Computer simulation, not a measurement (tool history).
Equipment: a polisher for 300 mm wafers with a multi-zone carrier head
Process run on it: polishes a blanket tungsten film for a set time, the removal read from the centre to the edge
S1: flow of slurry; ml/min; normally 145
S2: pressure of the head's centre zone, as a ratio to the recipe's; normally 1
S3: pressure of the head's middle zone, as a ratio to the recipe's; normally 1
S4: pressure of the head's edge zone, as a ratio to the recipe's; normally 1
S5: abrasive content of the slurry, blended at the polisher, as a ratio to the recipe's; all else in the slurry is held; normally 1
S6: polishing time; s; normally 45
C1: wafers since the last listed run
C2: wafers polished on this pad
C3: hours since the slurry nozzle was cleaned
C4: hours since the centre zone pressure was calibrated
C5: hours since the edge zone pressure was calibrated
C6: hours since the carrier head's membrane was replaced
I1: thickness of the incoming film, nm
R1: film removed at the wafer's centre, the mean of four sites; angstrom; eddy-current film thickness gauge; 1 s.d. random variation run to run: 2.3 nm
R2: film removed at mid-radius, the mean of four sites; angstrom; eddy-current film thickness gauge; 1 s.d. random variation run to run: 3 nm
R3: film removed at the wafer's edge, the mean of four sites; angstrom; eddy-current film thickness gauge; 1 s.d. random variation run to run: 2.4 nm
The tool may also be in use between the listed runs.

{"run": 1, "hour": 0.0, "S1": 145, "S2": 1, "S3": 1, "S4": 1, "S5": 1, "S6": 45, "C1": 0, "C2": 3386, "C3": 76.3, "C4": 459.6, "C5": 316.4, "C6": 679, "I1": 666.6, "R1": 2807, "R2": 2582, "R3": 2660}
{"run": 2, "hour": 70.4, "S1": 145, "S2": 1, "S3": 1, "S4": 1, "S5": 1, "S6": 45, "C1": 800, "C2": 4186, "C3": 146.7, "C4": 530, "C5": 386.8, "C6": 749.4, "I1": 658.7, "R1": 2860, "R2": 2533, "R3": 2632}
{"hour": 102.1, "done": "edge zone pressure recalibrated"}
{"hour": 122.3, "done": "worn pad replaced by a new one"}
{"run": 3, "hour": 133.3, "S1": 125, "S2": 0.91, "S3": 1, "S4": 1, "S5": 1, "S6": 55, "C1": 646, "C2": 125, "C3": 209.6, "C4": 592.9, "C5": 31.2, "C6": 812.3, "I1": 674.5, "R1": 3127, "R2": 3112, "R3": 3115}
{"run": 4, "hour": 181.7, "S1": 145, "S2": 1.05, "S3": 1, "S4": 1, "S5": 1, "S6": 45, "C1": 550, "C2": 675, "C3": 258, "C4": 641.3, "C5": 79.6, "C6": 860.7, "I1": 656.2, "R1": 3012, "R2": 2578, "R3": 2622}
{"hour": 195.9, "done": "carrier head's membrane replaced by a new one, of another model than before"}
{"run": 5, "hour": 247.8, "S1": 125, "S2": 0.94, "S3": 1, "S4": 1.11, "S5": 1, "S6": 51, "C1": 694, "C2": 1369, "C3": 324.1, "C4": 707.4, "C5": 145.7, "C6": 51.9, "I1": 652.4, "R1": 3005, "R2": 2848, "R3": 3111}
{"hour": 334.2, "done": "centre zone pressure recalibrated"}
{"run": 6, "hour": 449.5, "S1": 145, "S2": 1, "S3": 1, "S4": 1.06, "S5": 1.25, "S6": 45, "C1": 2269, "C2": 3639, "C3": 525.8, "C4": 115.3, "C5": 347.4, "C6": 253.6, "I1": 650, "R1": 2897, "R2": 2735, "R3": 2923}
{"hour": 470.1, "done": "slurry nozzle cleaned"}
{"hour": 472.6, "done": "edge zone pressure recalibrated"}
{"run": 7, "hour": 494.2, "S1": 160, "S2": 1, "S3": 1.1, "S4": 1, "S5": 1, "S6": 45, "C1": 474, "C2": 4113, "C3": 24.1, "C4": 160, "C5": 21.6, "C6": 298.3, "I1": 653.8, "R1": 2897, "R2": 2789, "R3": 2681}
{"hour": 527.3, "done": "worn pad replaced by a new one"}
{"run": 8, "hour": 555.0, "S1": 145, "S2": 1.08, "S3": 1, "S4": 1, "S5": 1, "S6": 51, "C1": 645, "C2": 314, "C3": 84.9, "C4": 220.8, "C5": 82.4, "C6": 359.1, "I1": 673.3, "R1": 3689, "R2": 2953, "R3": 3029}
{"run": 9, "hour": 589.1, "S1": 145, "S2": 1, "S3": 1, "S4": 1, "S5": 1, "S6": 45, "C1": 387, "C2": 702, "C3": 119, "C4": 254.9, "C5": 116.5, "C6": 393.2, "I1": 659.7, "R1": 2940, "R2": 2573, "R3": 2616}
{"run": 10, "hour": 632.1, "S1": 170, "S2": 1.07, "S3": 1, "S4": 1.1, "S5": 1, "S6": 50, "C1": 488, "C2": 1190, "C3": 162, "C4": 297.9, "C5": 159.5, "C6": 436.2, "I1": 647.3, "R1": 3831, "R2": 2990, "R3": 3161}
{"run": 11, "hour": 658.4, "S1": 145, "S2": 1, "S3": 1, "S4": 1, "S5": 1, "S6": 45, "C1": 298, "C2": 1489, "C3": 188.3, "C4": 324.2, "C5": 185.8, "C6": 462.5, "I1": 668.9, "R1": 3008, "R2": 2554, "R3": 2638}
{"run": 12, "hour": 691.7, "S1": 115, "S2": 1, "S3": 1, "S4": 1, "S5": 1, "S6": 39, "C1": 378, "C2": 1868, "C3": 221.6, "C4": 357.5, "C5": 219.1, "C6": 495.8, "I1": 657, "R1": 2466, "R2": 2160, "R3": 2209}
{"run": 13, "hour": 753.4, "S1": 145, "S2": 1, "S3": 1, "S4": 1, "S5": 1, "S6": 45, "C1": 701, "C2": 2569, "C3": 283.3, "C4": 419.2, "C5": 280.8, "C6": 557.5, "I1": 656.2, "R1": 3000, "R2": 2577, "R3": 2627}
{"run": 14, "hour": 789.2, "S1": 145, "S2": 1, "S3": 1, "S4": 1, "S5": 1, "S6": 45, "C1": 406, "C2": 2976, "C3": 319.1, "C4": 455, "C5": 316.6, "C6": 593.3, "I1": 660.9, "R1": 3000, "R2": 2582, "R3": 2593}
{"hour": 807.7, "done": "edge zone pressure recalibrated"}
{"run": 15, "hour": 832.9, "S1": 145, "S2": 1, "S3": 0.91, "S4": 1, "S5": 1, "S6": 45, "C1": 474, "C2": 3450, "C3": 362.8, "C4": 498.7, "C5": 25.2, "C6": 637, "I1": 668, "R1": 3053, "R2": 2413, "R3": 2640}
{"run": 16, "hour": 868.1, "S1": 145, "S2": 0.93, "S3": 1.05, "S4": 1, "S5": 1, "S6": 45, "C1": 400, "C2": 3850, "C3": 398, "C4": 533.9, "C5": 60.4, "C6": 672.2, "I1": 665.6, "R1": 2678, "R2": 2648, "R3": 2627}
{"run": 17, "hour": 906.0, "S1": 145, "S2": 0.93, "S3": 1, "S4": 1, "S5": 1, "S6": 45, "C1": 430, "C2": 4281, "C3": 435.9, "C4": 571.8, "C5": 98.3, "C6": 710.1, "I1": 651.6, "R1": 2706, "R2": 2574, "R3": 2661}

The next listed run, before its measurement:
{"hour": 958.1, "done": "worn pad replaced by a new one"}
{"run": 18, "hour": 958.7, "S1": 145, "S2": 1, "S3": 1, "S4": 1, "S5": 0.75, "S6": 45, "C1": 553, "C2": 6, "C3": 488.6, "C4": 624.5, "C5": 151, "C6": 762.8, "I1": 673.9, "R1": "?", "R2": "?", "R3": "?"}

Run 18 came out at R1 2852 angstrom, R2 2335 angstrom, R3 2440 angstrom.
Had the tool carried no hidden state, the very same run would have given R1 2398 angstrom, R2 2338 angstrom, R3 2440 angstrom.

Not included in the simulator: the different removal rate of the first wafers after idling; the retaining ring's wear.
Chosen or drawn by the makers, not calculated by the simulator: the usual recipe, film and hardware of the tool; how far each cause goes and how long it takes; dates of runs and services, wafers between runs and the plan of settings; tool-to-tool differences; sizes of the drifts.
